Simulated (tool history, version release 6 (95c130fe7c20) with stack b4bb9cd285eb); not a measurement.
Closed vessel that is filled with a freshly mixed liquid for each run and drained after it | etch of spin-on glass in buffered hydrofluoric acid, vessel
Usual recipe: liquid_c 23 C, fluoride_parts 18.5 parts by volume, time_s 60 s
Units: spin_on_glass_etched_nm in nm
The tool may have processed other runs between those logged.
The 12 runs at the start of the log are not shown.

| run | hour | liquid_c | fluoride_parts | time_s | wafers since the last listed run | hours since the thermometer was replaced | hours since the hydrofluoric acid flow meter was replaced | hours since the gauge calibration | read-back film thickness of the spin-on glass reference wafer, read on the same gauge (nm) | spin_on_glass_etched_nm |
|---|---|---|---|---|---|---|---|---|---|---|
| 13 | 679.9 | 18.5 | 13.5 | 60 | 4211 | 436.8 | 52.6 | 2350 | 129.99 | 116.81 |
| 14 | 711.8 | 23 | 18.5 | 60 | 2840 | 468.7 | 84.5 | 2381.9 | 130.01 | 111.43 |
| 15 | 848.8 | 26 | 13 | 30 | 12199 | 605.7 | 221.5 | 2518.9 | 130 | 91.45 |
| 16 | 900.9 | 18.5 | 24 | 60 | 4639 | 657.8 | 273.6 | 2571 | 130 | 71.31 |
| 17 | 935.6 | 23 | 18.5 | 60 | 3089 | 692.5 | 308.3 | 2605.7 | 129.99 | 111.33 |
| 18 | 975.3 | 23 | 18.5 | 30 | 3535 | 732.2 | 348 | 2645.4 | 130 | 54.78 |
| 19 | 1038.2 | 20 | 16 | 60 | 5601 | 795.1 | 410.9 | 2708.3 | 129.98 | 107.35 |
| 20 | 1064 | 23 | 18.5 | 60 | 2297 | 820.9 | 436.7 | 2734.1 | 130 | 109.84 |
| 21 | 1107.7 | 18 | 15 | 30 | 3891 | 864.6 | 480.4 | 2777.8 | 129.98 | 51.73 |
|  | 1137.5 | gauge calibrated |
| 22 | 1167.6 | 23 | 25.5 | 60 | 5333 | 924.5 | 540.3 | 30.1 | 129.99 | 85.93 |
| 23 | 1217.3 | 23 | 15 | 90 | 4425 | 974.2 | 590 | 79.8 | 129.97 | 202.79 |
| 24 | 1273.2 | 21.5 | 18.5 | 80 | 4977 | 1030.1 | 645.9 | 135.7 | 130 | 136.72 |
| 25 | 1316.7 | 23 | 18.5 | 45 | 3873 | 1073.6 | 689.4 | 179.2 | 130 | 81.99 |
| 26 | 1365.8 | 19.5 | 18.5 | 35 | 4372 | 1122.7 | 738.5 | 228.3 | 129.98 | 52.25 |
| 27 | 1405.6 | 21.5 | 21.5 | 90 | 3544 | 1162.5 | 778.3 | 268.1 | 129.98 | 133.83 |
| 28 | 1473.2 | 27 | 13.5 | 85 | 6019 | 1230.1 | 845.9 | 335.7 | 129.99 | 257.93 |
|  | 1490.2 | hydrofluoric acid flow meter replaced |
| 29 | 1524.3 | 28 | 12 | 80 | 4461 | 1281.2 | 34.1 | 386.8 | 130.01 | 289.02 |
| 30 | 1582.7 | 26.5 | 22 | 30 | 5200 | 1339.6 | 92.5 | 445.2 | 129.99 | 57.93 |
| 31 | 1611.6 | 23 | 22 | 60 | 2573 | 1368.5 | 121.4 | 474.1 | 129.99 | 94.62 |
| 32 | 1636 | 26.5 | 23.5 | 35 | 2172 | 1392.9 | 145.8 | 498.5 | 130.01 | 63.37 |
| 33 | 1706.8 | 23 | 18.5 | 85 | 6304 | 1463.7 | 216.6 | 569.3 | 130.02 | 152.75 |

Branching from run 33: 4 alternative next runs. What would each branch give?
| A | 1707.5 | 23 | 18.5 | 60 | 62 | 1464.4 | 217.3 | 570 | ? | ? |
| B | 1707.5 | 23 | 16 | 60 | 62 | 1464.4 | 217.3 | 570 | ? | ? |
| C | 1707.5 | 25.5 | 18.5 | 35 | 62 | 1464.4 | 217.3 | 570 | ? | ? |
| D | 1707.5 | 27.5 | 18.5 | 60 | 62 | 1464.4 | 217.3 | 570 | ? | ? |

| run | read-back film thickness of the spin-on glass reference wafer, read on the same gauge (nm) | spin_on_glass_etched_nm |
|---|---|---|
| A | 129.98 | 108.23 |
| B | 129.98 | 124.88 |
| C | 129.98 | 72.42 |
| D | 129.98 | 138.34 |
With no hidden state in the tool, these same runs would have given:
| run | spin_on_glass_etched_nm |
|---|---|
| A | 112.99 |
| B | 130.37 |
| C | 75.56 |
| D | 144.25 |
